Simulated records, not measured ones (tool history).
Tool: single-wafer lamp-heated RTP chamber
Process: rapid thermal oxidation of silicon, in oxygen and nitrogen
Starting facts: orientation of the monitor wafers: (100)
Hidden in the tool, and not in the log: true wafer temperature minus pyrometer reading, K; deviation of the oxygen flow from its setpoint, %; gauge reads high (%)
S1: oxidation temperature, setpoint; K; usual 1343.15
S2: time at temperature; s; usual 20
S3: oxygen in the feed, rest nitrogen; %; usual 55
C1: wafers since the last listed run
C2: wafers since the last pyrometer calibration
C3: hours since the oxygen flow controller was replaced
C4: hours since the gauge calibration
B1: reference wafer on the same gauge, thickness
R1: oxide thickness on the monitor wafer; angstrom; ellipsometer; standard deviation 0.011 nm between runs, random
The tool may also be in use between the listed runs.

run     day       S1  S2  S3   C1    C2      C3     C4     B1     R1
  1       0  1329.15  20  55    0  7738  5776.8   79.2  3.977  43.17
  2   0.375  1329.15  20  55   79  7818  5785.8   88.2  3.982  42.99
  3   1.008  1363.15  20  48  134  7953    5801  103.4   3.98  51.16
  4   1.492  1363.15  20  48  102  8056  5812.6    115  3.979  51.01
  5   2.108  1363.15  20  48  131  8187  5827.4  129.8  3.983  51.17
  6   2.583  1343.15  25  63  101  8288  5838.8  141.2  3.978  54.16
  7   3.717  1343.15  20  55  241  8529    5866  168.4  3.979     47
  8   3.996  1343.15  20  55   59  8588  5872.7  175.1  3.985  47.42
  9   4.458  1343.15  26  55   98  8687  5883.8  186.2  3.977  52.54
 10   5.038  1343.15  20  55  123  8810  5897.7  200.1  3.982  47.22
 11   5.717  1343.15  20  55  144  8954    5914  216.4  3.982  47.07
 12   6.317  1343.15  20  55  127  9082  5928.4  230.8   3.98  46.98
      6.817  -- pyrometer window cleaned and pyrometer calibrated
 13   6.933  1343.15  20  55   60    25  5943.2  245.6  3.979   45.1
 14   8.642  1355.15  20  55  363   388  5984.2  286.6  3.982  49.13
 15   8.938  1343.15  20  55   62   451  5991.3  293.7  3.977  45.48
 16     9.6  1343.15  20  55  140   592  6007.2  309.6  3.979  45.55
 17  10.017  1362.15  20  55   88   680  6017.2  319.6   3.98  51.37
 18  10.621  1317.15  10  55  128   809  6031.7  334.1  3.981  30.12
 19  11.267  1343.15  17  55  137   946  6047.2  349.6  3.983  42.76
 20  11.767  1331.15  13  41  106  1053  6059.2  361.6  3.979  32.71
 21  12.488  1343.15  23  55  153  1206  6076.5  378.9  3.981   48.4
 22  13.083  1343.15  20  55  126  1333  6090.8  393.2  3.981   45.9
 23  13.475  1354.15  10  75   83  1416  6100.2  402.6  3.978  41.79
     13.817  -- gauge calibrated
     14.042  -- oxygen flow controller replaced
 24  14.062  1343.15  20  55   54  1470     0.5    5.9   3.98  46.04
 25  14.404  1316.15  30  30   72  1543     8.7   14.1  3.977  37.38
 26  15.017  1362.15  28  36  130  1673    23.4   28.8  3.978  51.41
 27  16.158  1343.15  20  55  242  1916    50.8   56.2  3.982  45.99
 28  17.788  1321.15  24  45  346  2262    89.9   95.3   3.98  40.33
 29  18.233  1353.15  11  43   94  2357   100.6    106  3.976  36.11
 30   18.75  1343.15  17  40  109  2467     113  118.4  3.982  39.02

Each row is a separate what-if for the run after 30, all from the same tool condition, not one after another. Results?
  A  18.771  1343.15  20  55   4  2471  113.5  118.9   ?   ?
  B  18.771  1343.15  14  77   4  2471  113.5  118.9   ?   ?
  C  18.771  1365.15  29  55   4  2471  113.5  118.9   ?   ?
  D  18.771  1365.15  17  72   4  2471  113.5  118.9   ?   ?

run     B1     R1
  A  3.976  46.31
  B  3.976   45.1
  C  3.976   62.2
  D  3.976  54.78
Stripped of hidden state, with their random variation kept, the same runs would have yielded:
run     R1
  A  45.07
  B  43.89
  C  60.55
  D  53.33
